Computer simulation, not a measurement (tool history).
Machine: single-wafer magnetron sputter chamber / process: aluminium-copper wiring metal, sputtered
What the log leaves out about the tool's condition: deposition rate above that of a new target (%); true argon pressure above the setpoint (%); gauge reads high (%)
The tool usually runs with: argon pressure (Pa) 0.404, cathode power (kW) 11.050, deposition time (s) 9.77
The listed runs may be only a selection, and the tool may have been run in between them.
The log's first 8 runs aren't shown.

run,hour,argon pressure (Pa),cathode power (kW),deposition time (s),wafers since the last listed run,wafers on the sputter target,hours since the last manometer calibration,hours since the magnet pack was replaced,hours since the gauge calibration,"read-back reference wafer on the same gauge, thickness_nm",mean film thickness on the monitor wafer (nm)
9,592.4,0.404,11.050,9.77,2273,5450,1502.3,12722.2,251.6,209.329,179.022
10,681.6,0.404,11.050,9.77,2580,8031,1591.5,12811.4,340.8,208.984,178.170
# hour 783.3: magnet pack replaced
11,783.8,0.404,11.050,9.77,2725,10756,1693.7,0.5,443.0,208.936,176.365
12,880.7,0.404,11.050,9.77,2803,13560,1790.6,97.4,539.9,209.050,177.453
# hour 970.5: sputter target and shields replaced
13,971.0,0.404,11.050,9.77,2381,14,1880.9,187.7,630.2,209.054,182.642
14,1028.7,0.404,11.050,9.77,1669,1683,1938.6,245.4,687.9,209.053,180.687
15,1111.9,0.404,11.050,9.77,2407,4090,2021.8,328.6,771.1,209.017,179.624
16,1158.4,0.255,9.200,10.44,1345,5435,2068.3,375.1,817.6,209.340,167.901
17,1249.1,0.296,9.300,8.56,2624,8059,2159.0,465.8,908.3,209.218,136.738
# hour 1260.6: capacitance manometer re-zeroed and calibrated
18,1327.9,0.404,11.050,9.77,2048,10108,67.3,544.6,987.1,208.734,174.400
19,1385.8,0.449,9.300,9.02,1675,11783,125.2,602.5,1045.0,208.934,132.888
# hour 1463.5: sputter target and shields replaced
20,1470.5,0.404,12.400,8.54,2219,201,209.9,687.2,1129.7,208.672,175.067
21,1551.6,0.404,11.050,9.77,2346,2548,291.0,768.3,1210.8,209.107,178.172
22,1600.1,0.248,12.650,9.24,1403,3951,339.5,816.8,1259.3,208.910,202.330
23,1671.4,0.404,11.050,9.77,2062,6014,410.8,888.1,1330.6,208.889,176.173
24,1712.7,0.451,9.350,8.64,1194,7208,452.1,929.4,1371.9,209.090,130.018
25,1757.8,0.348,8.950,10.69,1304,8513,497.2,974.5,1417.0,208.945,157.643
26,1858.7,0.404,11.050,8.35,2919,11432,598.1,1075.4,1517.9,208.902,149.391
27,1907.7,0.404,11.050,9.77,1417,12850,647.1,1124.4,1566.9,209.062,174.083
28,1997.4,0.537,12.450,9.05,2595,15445,736.8,1214.1,1656.6,208.794,173.689
# hour 2041.8: gauge calibrated
29,2076.6,0.404,13.750,9.77,2291,17736,816.0,1293.3,34.8,209.122,214.410
# hour 2119.2: sputter target and shields replaced
30,2174.9,0.404,11.800,9.77,2612,1612,914.3,1391.6,133.1,208.914,192.145
31,2276.0,0.538,11.050,9.77,2924,4537,1015.4,1492.7,234.2,208.984,172.236
32,2376.2,0.284,11.050,11.07,2898,7436,1115.6,1592.9,334.4,208.888,209.212
33,2670.3,0.261,9.450,9.77,8508,15944,1409.7,1887.0,628.5,209.035,157.019

Below are 5 alternative next runs, each starting from the tool's condition after run 33. Predict each:
A,2670.7,0.273,11.050,9.77,11,15956,1410.1,1887.4,628.9,?,?
B,2670.7,0.360,13.100,8.21,11,15956,1410.1,1887.4,628.9,?,?
C,2670.7,0.450,11.900,8.02,11,15956,1410.1,1887.4,628.9,?,?
D,2670.7,0.546,10.100,11.31,11,15956,1410.1,1887.4,628.9,?,?
E,2670.7,0.445,11.050,8.78,11,15956,1410.1,1887.4,628.9,?,?

run,"read-back reference wafer on the same gauge, thickness_nm",mean film thickness on the monitor wafer (nm)
A,209.053,182.722
B,209.053,177.042
C,209.053,152.695
D,209.053,177.360
E,209.053,155.469
Without the tool's unlogged condition, the same runs would have read:
run,mean film thickness on the monitor wafer (nm)
A,186.590
B,180.360
C,155.184
D,179.801
E,158.024
